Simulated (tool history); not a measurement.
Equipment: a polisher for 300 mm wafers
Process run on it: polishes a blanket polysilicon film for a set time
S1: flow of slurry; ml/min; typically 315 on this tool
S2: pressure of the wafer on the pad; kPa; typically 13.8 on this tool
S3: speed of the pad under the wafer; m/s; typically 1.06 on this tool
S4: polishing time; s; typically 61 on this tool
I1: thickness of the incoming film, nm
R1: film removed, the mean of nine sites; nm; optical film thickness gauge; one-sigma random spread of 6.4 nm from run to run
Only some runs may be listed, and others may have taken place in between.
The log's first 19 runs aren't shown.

| run | hour | S1 | S2 | S3 | S4 | I1 | R1 |
|---|---|---|---|---|---|---|---|
| 20 | 216.2 | 285 | 13.8 | 1.16 | 79 | 2275.2 | 641.0 |
| 21 | 225.0 | 315 | 11.0 | 1.06 | 61 | 2296.6 | 383.6 |
|  | 231.5 | head pressure recalibrated |
| 22 | 232.0 | 210 | 13.8 | 1.06 | 51 | 2291.1 | 368.3 |
| 23 | 242.1 | 315 | 13.8 | 0.70 | 78 | 2276.6 | 391.2 |
| 24 | 256.6 | 250 | 16.5 | 1.06 | 61 | 2271.6 | 536.0 |
|  | 266.6 | worn pad replaced by a new one |
| 25 | 280.9 | 315 | 13.8 | 1.06 | 61 | 2310.0 | 450.3 |
| 26 | 288.9 | 345 | 13.8 | 1.36 | 68 | 2275.2 | 665.8 |
| 27 | 296.8 | 380 | 11.0 | 0.92 | 46 | 2302.0 | 258.0 |
| 28 | 307.4 | 315 | 11.0 | 0.74 | 61 | 2290.9 | 267.6 |
| 29 | 313.6 | 315 | 15.2 | 1.06 | 61 | 2290.1 | 508.9 |
| 30 | 328.9 | 315 | 13.8 | 1.06 | 61 | 2275.3 | 461.6 |
| 31 | 344.2 | 215 | 17.2 | 1.18 | 61 | 2294.1 | 603.9 |

What if the next run were any one of these 4? Each begins from the tool's condition after run 31:
| A | 344.6 | 315 | 17.9 | 1.06 | 61 | 2319.3 | ? |
| B | 344.6 | 225 | 13.8 | 1.06 | 68 | 2319.3 | ? |
| C | 344.6 | 395 | 13.8 | 1.06 | 52 | 2319.3 | ? |
| D | 344.6 | 315 | 13.8 | 0.68 | 70 | 2319.3 | ? |

| run | R1 |
|---|---|
| A | 591.1 |
| B | 496.0 |
| C | 401.8 |
| D | 343.7 |
What these runs would have given with no unlogged condition in the tool:
| run | R1 |
|---|---|
| A | 591.1 |
| B | 496.0 |
| C | 401.8 |
| D | 343.7 |
